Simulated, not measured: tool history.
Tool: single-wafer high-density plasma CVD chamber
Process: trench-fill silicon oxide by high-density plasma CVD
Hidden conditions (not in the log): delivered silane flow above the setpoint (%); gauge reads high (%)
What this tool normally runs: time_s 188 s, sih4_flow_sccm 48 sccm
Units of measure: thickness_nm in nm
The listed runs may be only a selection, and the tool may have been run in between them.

run   hour  time_s  sih4_flow_sccm  wafers since the last listed run  hours since the silane flow controller was replaced  hours since the gauge calibration  read-back reference wafer on the same gauge, thickness_nm  thickness_nm
  1    0.0     188              48                                 0                                               4795.5                              117.6                                                   1050.279       950.631
  2   15.4     188              48                               143                                               4810.9                              133.0                                                   1050.509       948.934
  3   38.8     188              48                               218                                               4834.3                              156.4                                                   1051.461       950.869
  4   66.4     188              45                               257                                               4861.9                              184.0                                                   1053.025       891.826
  5   93.3     188              45                               251                                               4888.8                              210.9                                                   1054.603       893.013
  6  127.8     158              41                               322                                               4923.3                              245.4                                                   1054.807       685.625
  7  148.3     158              41                               191                                               4943.8                              265.9                                                   1055.434       688.059
     148.7  -- gauge calibrated
  8  166.4     162              57                               168                                               4961.9                               17.7                                                   1047.150       970.066
     194.4  -- silane flow controller replaced
  9  198.1     155              39                               221                                                  3.7                               49.4                                                   1048.372       634.286
 10  227.7     188              43                               276                                                 33.3                               79.0                                                   1049.215       851.105
 11  243.1     173              53                               143                                                 48.7                               94.4                                                   1049.966       966.134
 12  272.1     188              48                               270                                                 77.7                              123.4                                                   1051.221       949.525
 13  293.3     153              48                               197                                                 98.9                              144.6                                                   1052.181       773.706
 14  316.3     209              48                               214                                                121.9                              167.6                                                   1052.451      1058.359

Forecast each of these 4 alternatives for the next run:
  A  316.8     188              48                                 4                                                122.4                              168.1                                                          ?             ?
  B  316.8     188              41                                 4                                                122.4                              168.1                                                          ?             ?
  C  316.8     213              48                                 4                                                122.4                              168.1                                                          ?             ?
  D  316.8     151              41                                 4                                                122.4                              168.1                                                          ?             ?

run  read-back reference wafer on the same gauge, thickness_nm  thickness_nm
  A                                                   1052.426       953.902
  B                                                   1052.426       814.791
  C                                                   1052.426      1080.750
  D                                                   1052.426       654.433
Without the tool's hidden state the same runs would have given:
run  thickness_nm
  A       946.734
  B       808.669
  C      1072.630
  D       649.516
